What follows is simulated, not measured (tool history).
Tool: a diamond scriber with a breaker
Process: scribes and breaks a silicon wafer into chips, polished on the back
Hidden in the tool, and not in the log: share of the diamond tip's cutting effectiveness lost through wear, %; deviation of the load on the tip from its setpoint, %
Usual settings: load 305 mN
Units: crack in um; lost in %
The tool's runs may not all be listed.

| run | day | load | wafers since the last listed run | hours since the diamond tip was replaced | hours since the load on the tip was calibrated | incoming depth of the damage left on the back of the incoming wafer, um | crack | lost |
|---|---|---|---|---|---|---|---|---|
| 1 | 0.000 | 305 | 0 | 478.6 | 1149.9 | 0.05 | 10.31 | 1.87 |
| 2 | 1.033 | 305 | 71 | 503.4 | 1174.7 | 0.04 | 10.52 | 1.71 |
| 3 | 1.717 | 237 | 46 | 519.8 | 1191.1 | 0.02 | 9.47 | 7.33 |
| 4 | 2.400 | 237 | 46 | 536.2 | 1207.5 | 0.03 | 9.41 | 7.18 |
| 5 | 3.146 | 237 | 51 | 554.1 | 1225.4 | 0.04 | 9.53 | 7.67 |
| 6 | 3.958 | 338 | 55 | 573.6 | 1244.9 | 0.03 | 10.80 | 1.01 |
| 7 | 4.788 | 338 | 57 | 593.5 | 1264.8 | 0.03 | 10.65 | 0.94 |
| 8 | 6.138 | 305 | 92 | 625.9 | 1297.2 | 0.03 | 10.01 | 2.37 |
| 9 | 6.883 | 305 | 51 | 643.8 | 1315.1 | 0.02 | 10.15 | 2.46 |
| 10 | 8.033 | 305 | 79 | 671.4 | 1342.7 | 0.05 | 10.17 | 2.61 |
| 11 | 8.612 | 305 | 39 | 685.3 | 1356.6 | 0.04 | 10.00 | 2.82 |
| 12 | 9.342 | 243 | 50 | 702.8 | 1374.1 | 0.04 | 9.32 | 8.56 |
| 13 | 10.433 | 243 | 75 | 729.0 | 1400.3 | 0.04 | 9.33 | 8.43 |
| 14 | 11.400 | 238 | 66 | 752.2 | 1423.5 | 0.03 | 9.08 | 10.04 |
| 15 | 12.283 | 216 | 60 | 773.4 | 1444.7 | 0.02 | 8.96 | 13.45 |
| 16 | 13.579 | 245 | 89 | 804.5 | 1475.8 | 0.04 | 9.07 | 8.70 |
|  | 13.817 | load on the tip recalibrated |
| 17 | 14.712 | 271 | 72 | 831.7 | 21.5 | 0.03 | 9.57 | 7.28 |
|  | 15.329 | diamond tip replaced by a new one |
| 18 | 15.762 | 216 | 66 | 10.4 | 46.7 | 0.02 | 10.02 | 4.50 |
| 19 | 16.421 | 221 | 45 | 26.2 | 62.5 | 0.03 | 9.87 | 3.78 |
| 20 | 17.429 | 334 | 69 | 50.4 | 86.7 | 0.04 | 11.34 | 0.73 |
| 21 | 18.688 | 305 | 86 | 80.6 | 116.9 | 0.02 | 10.93 | 0.59 |
| 22 | 19.221 | 231 | 36 | 93.4 | 129.7 | 0.03 | 10.08 | 3.74 |
| 23 | 20.033 | 346 | 55 | 112.9 | 149.2 | 0.02 | 11.78 | 0.85 |
| 24 | 20.942 | 240 | 62 | 134.7 | 171.0 | 0.04 | 10.05 | 3.06 |
| 25 | 23.625 | 382 | 184 | 199.1 | 235.4 | 0.04 | 12.08 | 1.69 |
| 26 | 24.650 | 252 | 70 | 223.7 | 260.0 | 0.03 | 9.95 | 2.93 |

Forecast each of these 5 alternatives for the next run:
| A | 24.679 | 248 | 2 | 224.4 | 260.7 | 0.02 | ? | ? |
| B | 24.679 | 375 | 2 | 224.4 | 260.7 | 0.02 | ? | ? |
| C | 24.679 | 364 | 2 | 224.4 | 260.7 | 0.02 | ? | ? |
| D | 24.679 | 356 | 2 | 224.4 | 260.7 | 0.02 | ? | ? |
| E | 24.679 | 251 | 2 | 224.4 | 260.7 | 0.02 | ? | ? |

| run | crack | lost |
|---|---|---|
| A | 10.06 | 3.19 |
| B | 11.76 | 1.33 |
| C | 11.62 | 1.03 |
| D | 11.51 | 0.85 |
| E | 10.10 | 2.98 |
Without the tool's hidden state the same runs would have given:
| run | crack | lost |
|---|---|---|
| A | 10.33 | 1.99 |
| B | 12.08 | 2.27 |
| C | 11.93 | 1.80 |
| D | 11.83 | 1.50 |
| E | 10.38 | 1.84 |

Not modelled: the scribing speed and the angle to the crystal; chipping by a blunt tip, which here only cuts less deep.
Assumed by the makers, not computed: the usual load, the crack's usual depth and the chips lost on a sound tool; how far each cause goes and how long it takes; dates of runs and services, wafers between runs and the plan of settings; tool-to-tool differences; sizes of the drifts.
